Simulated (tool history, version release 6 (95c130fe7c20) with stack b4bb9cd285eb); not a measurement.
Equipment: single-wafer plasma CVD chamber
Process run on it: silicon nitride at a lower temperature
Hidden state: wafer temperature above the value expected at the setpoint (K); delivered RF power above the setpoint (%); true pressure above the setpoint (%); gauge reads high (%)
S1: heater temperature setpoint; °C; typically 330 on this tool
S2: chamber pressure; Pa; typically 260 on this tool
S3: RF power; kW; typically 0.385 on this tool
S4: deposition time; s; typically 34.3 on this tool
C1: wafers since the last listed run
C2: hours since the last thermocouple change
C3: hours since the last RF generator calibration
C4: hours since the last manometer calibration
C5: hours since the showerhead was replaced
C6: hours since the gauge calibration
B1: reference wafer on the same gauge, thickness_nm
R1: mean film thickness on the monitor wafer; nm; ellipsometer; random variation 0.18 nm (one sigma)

run,hour,S1,S2,S3,S4,C1,C2,C3,C4,C5,C6,B1,R1
1,0.0,330,260,0.385,30.3,0,2053.2,125.0,454.5,5215.1,605.3,57.202,49.291
2,50.3,330,260,0.385,34.3,906,2103.5,175.3,504.8,5265.4,655.6,57.085,55.349
3,75.2,330,260,0.385,34.3,448,2128.4,200.2,529.7,5290.3,680.5,57.070,55.326
4,110.8,330,260,0.385,34.3,641,2164.0,235.8,565.3,5325.9,716.1,57.051,55.417
5,137.3,330,260,0.385,34.3,477,2190.5,262.3,591.8,5352.4,742.6,56.982,55.768
6,300.9,338,308,0.385,34.3,2947,2354.1,425.9,755.4,5516.0,906.2,56.743,57.653
7,343.0,338,308,0.385,34.3,758,2396.2,468.0,797.5,5558.1,948.3,56.670,57.816
8,389.2,330,260,0.385,34.3,832,2442.4,514.2,843.7,5604.3,994.5,56.532,55.335
9,419.8,330,260,0.385,34.3,551,2473.0,544.8,874.3,5634.9,1025.1,56.557,55.181
# hour 455.7: gauge calibrated
10,469.9,330,209,0.385,34.3,902,2523.1,594.9,924.4,5685.0,14.2,58.059,52.625
11,499.4,330,260,0.385,34.3,531,2552.6,624.4,953.9,5714.5,43.7,57.984,56.504
12,528.0,330,260,0.385,34.3,515,2581.2,653.0,982.5,5743.1,72.3,57.912,56.280
13,561.2,330,260,0.385,34.3,598,2614.4,686.2,1015.7,5776.3,105.5,57.906,56.371
14,630.2,330,260,0.385,34.3,1242,2683.4,755.2,1084.7,5845.3,174.5,57.768,56.077
# hour 749.9: thermocouple changed; heater temperature recalibrated
# hour 774.8: RF generator calibrated
# hour 803.5: capacitance manometer re-zeroed and calibrated
15,819.0,317,260,0.385,38.5,2968,69.1,44.2,15.5,6034.1,363.3,57.440,62.961
16,860.1,326,260,0.410,34.3,740,110.2,85.3,56.6,6075.2,404.4,57.405,58.274
17,900.2,320,204,0.315,32.0,722,150.3,125.4,96.7,6115.3,444.5,57.319,41.560
18,958.0,321,280,0.450,39.5,1041,208.1,183.2,154.5,6173.1,502.3,57.248,72.958
# hour 1029.8: showerhead replaced
19,1030.3,330,260,0.385,39.6,1158,280.4,255.5,226.8,0.5,574.6,57.095,63.928
20,1093.7,341,260,0.385,34.3,1142,343.8,318.9,290.2,63.9,638.0,56.959,55.694
21,1119.1,330,260,0.385,34.3,457,369.2,344.3,315.6,89.3,663.4,56.958,55.355

Run 22 is up next; what results do you expect?
22,1178.3,330,260,0.385,34.3,1066,428.4,403.5,374.8,148.5,722.6,?,?

{"run 22": {"B1": 56.828, "R1": 55.464}}
On a tool with no hidden condition, and with the same random variation, this run would have come out at R1 56.387 nm.
